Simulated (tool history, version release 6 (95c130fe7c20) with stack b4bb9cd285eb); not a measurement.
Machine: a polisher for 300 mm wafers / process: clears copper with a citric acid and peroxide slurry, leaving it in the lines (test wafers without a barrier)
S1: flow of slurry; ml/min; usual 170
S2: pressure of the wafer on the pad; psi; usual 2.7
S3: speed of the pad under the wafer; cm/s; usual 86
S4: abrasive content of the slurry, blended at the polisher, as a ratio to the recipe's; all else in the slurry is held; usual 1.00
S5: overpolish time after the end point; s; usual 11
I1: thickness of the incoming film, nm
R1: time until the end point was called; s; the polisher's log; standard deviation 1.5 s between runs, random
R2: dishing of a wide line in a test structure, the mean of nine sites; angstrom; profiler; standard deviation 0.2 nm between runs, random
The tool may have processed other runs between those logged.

run   hour   S1   S2   S3    S4  S5     I1     R1   R2
  1    0.0  130  2.7   86  1.00  11  164.9  103.1  117
  2   21.4  130  2.7   86  1.00  11  168.3  108.6  116
      38.7  -- slurry blender recalibrated
  3   47.5  130  2.7   86  1.00  11  165.3   96.3  118
  4   68.2  170  2.7   86  1.00  15  163.7   95.5  152
  5   85.7  170  2.7   86  1.00  15  167.1   98.3  154
  6   99.8  170  2.7   86  1.00  11  165.4   99.2  123
     112.0  -- worn pad replaced by a new one
  7  118.8  170  2.7   86  1.00  11  165.6   98.6  123
  8  147.5  205  1.9   86  1.00   9  166.7  140.0   76
  9  162.7  170  2.7   76  1.00   9  164.7  113.5   96
     193.7  -- slurry blender recalibrated
 10  194.3  125  2.7  116  1.15  11  165.8   87.7  133
     199.5  -- slurry nozzle cleaned
     226.1  -- head pressure recalibrated
 11  228.3  195  2.7   62  0.80   6  164.6  157.8   49
     234.0  -- slurry blender recalibrated, repeated, since the last time left the tool worse
 12  246.4  170  1.9   68  0.85  14  163.4  168.1   92
 13  262.9  170  2.4   64  1.30  11  164.2  128.0  100
 14  287.7  170  3.5   86  1.00  11  165.4   72.8  146
 15  317.8  130  2.7   86  1.00  11  162.8  102.3  115

What if the next run were any one of these 3? Each begins from the tool's condition after run 15:
  A  318.3  170  3.1  86  1.00  11  166.1   ?   ?
  B  318.3  170  1.9  86  1.00  11  166.1   ?   ?
  C  318.3  120  2.7  86  1.00  13  166.1   ?   ?

run     R1   R2
  A   88.5  136
  B  142.0   94
  C  106.5  134
Take away the tool's hidden state, keep each run's random variation, and the runs would have read:
run     R1   R2
  A   85.8  139
  B  137.7   96
  C  103.3  137

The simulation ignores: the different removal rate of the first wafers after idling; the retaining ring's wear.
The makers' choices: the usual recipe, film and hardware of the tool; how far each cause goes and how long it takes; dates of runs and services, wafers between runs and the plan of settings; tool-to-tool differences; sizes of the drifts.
